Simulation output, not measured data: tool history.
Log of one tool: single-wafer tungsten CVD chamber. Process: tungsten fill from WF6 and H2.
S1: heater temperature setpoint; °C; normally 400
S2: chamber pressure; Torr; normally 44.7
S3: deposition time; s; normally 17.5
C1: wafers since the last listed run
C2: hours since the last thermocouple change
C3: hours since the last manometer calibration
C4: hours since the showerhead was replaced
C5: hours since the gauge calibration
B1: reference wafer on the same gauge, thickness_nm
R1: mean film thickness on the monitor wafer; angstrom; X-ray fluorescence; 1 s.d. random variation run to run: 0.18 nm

{"run": 1, "hour": 0.0, "S1": 400, "S2": 47.4, "S3": 17.5, "C1": 0, "C2": 1757.6, "C3": 1858.8, "C4": 6113.7, "C5": 519.5, "B1": 49.902, "R1": 599.18}
{"run": 2, "hour": 105.5, "S1": 400, "S2": 47.4, "S3": 17.5, "C1": 2723, "C2": 1863.1, "C3": 1964.3, "C4": 6219.2, "C5": 625, "B1": 49.841, "R1": 602.32}
{"run": 3, "hour": 174.3, "S1": 400, "S2": 44.7, "S3": 17.5, "C1": 1775, "C2": 1931.9, "C3": 2033.1, "C4": 6288, "C5": 693.8, "B1": 49.914, "R1": 585.32}
{"run": 4, "hour": 247.4, "S1": 400, "S2": 44.7, "S3": 17.5, "C1": 1886, "C2": 2005, "C3": 2106.2, "C4": 6361.1, "C5": 766.9, "B1": 49.916, "R1": 587.49}
{"run": 5, "hour": 332.4, "S1": 400, "S2": 44.7, "S3": 17.5, "C1": 2193, "C2": 2090, "C3": 2191.2, "C4": 6446.1, "C5": 851.9, "B1": 49.863, "R1": 589.27}
{"run": 6, "hour": 372.8, "S1": 400, "S2": 44.7, "S3": 17.5, "C1": 1042, "C2": 2130.4, "C3": 2231.6, "C4": 6486.5, "C5": 892.3, "B1": 49.883, "R1": 590.93}
{"run": 7, "hour": 412.4, "S1": 400, "S2": 44.7, "S3": 17.5, "C1": 1022, "C2": 2170, "C3": 2271.2, "C4": 6526.1, "C5": 931.9, "B1": 49.921, "R1": 590.61}
{"run": 8, "hour": 486.3, "S1": 400, "S2": 44.7, "S3": 17.5, "C1": 1907, "C2": 2243.9, "C3": 2345.1, "C4": 6600, "C5": 1005.8, "B1": 49.889, "R1": 592.24}
{"hour": 568.7, "done": "capacitance manometer re-zeroed and calibrated"}
{"hour": 582.8, "done": "gauge calibrated"}
{"run": 9, "hour": 585.6, "S1": 400, "S2": 44.7, "S3": 17.5, "C1": 2356, "C2": 2343.2, "C3": 16.9, "C4": 6699.3, "C5": 2.8, "B1": 49.971, "R1": 593.44}
{"run": 10, "hour": 675.8, "S1": 400, "S2": 44.7, "S3": 17.5, "C1": 2328, "C2": 2433.4, "C3": 107.1, "C4": 6789.5, "C5": 93, "B1": 49.908, "R1": 596.7}
{"run": 11, "hour": 748.7, "S1": 400, "S2": 44.7, "S3": 15.8, "C1": 1881, "C2": 2506.3, "C3": 180, "C4": 6862.4, "C5": 165.9, "B1": 49.89, "R1": 544.09}
{"run": 12, "hour": 795.3, "S1": 387, "S2": 54.3, "S3": 16, "C1": 1202, "C2": 2552.9, "C3": 226.6, "C4": 6909, "C5": 212.5, "B1": 49.929, "R1": 478.92}
{"run": 13, "hour": 877.4, "S1": 396, "S2": 40.5, "S3": 14.8, "C1": 2119, "C2": 2635, "C3": 308.7, "C4": 6991.1, "C5": 294.6, "B1": 49.901, "R1": 449.52}
{"hour": 940.4, "done": "thermocouple changed; heater temperature recalibrated"}
{"run": 14, "hour": 971.8, "S1": 400, "S2": 44.7, "S3": 17.5, "C1": 2230, "C2": 31.4, "C3": 403.1, "C4": 7085.5, "C5": 389, "B1": 49.892, "R1": 567.79}

The next listed run, before its measurement:
{"hour": 1055.8, "done": "showerhead replaced"}
{"run": 15, "hour": 1082.8, "S1": 400, "S2": 44.7, "S3": 15.1, "C1": 2658, "C2": 142.4, "C3": 514.1, "C4": 27, "C5": 500, "B1": "?", "R1": "?"}

B1: 49.885
R1: 485.62 angstrom
Take away the tool's hidden state, keep the run-to-run variation as it was, and the same run would have given R1 489.08 angstrom.
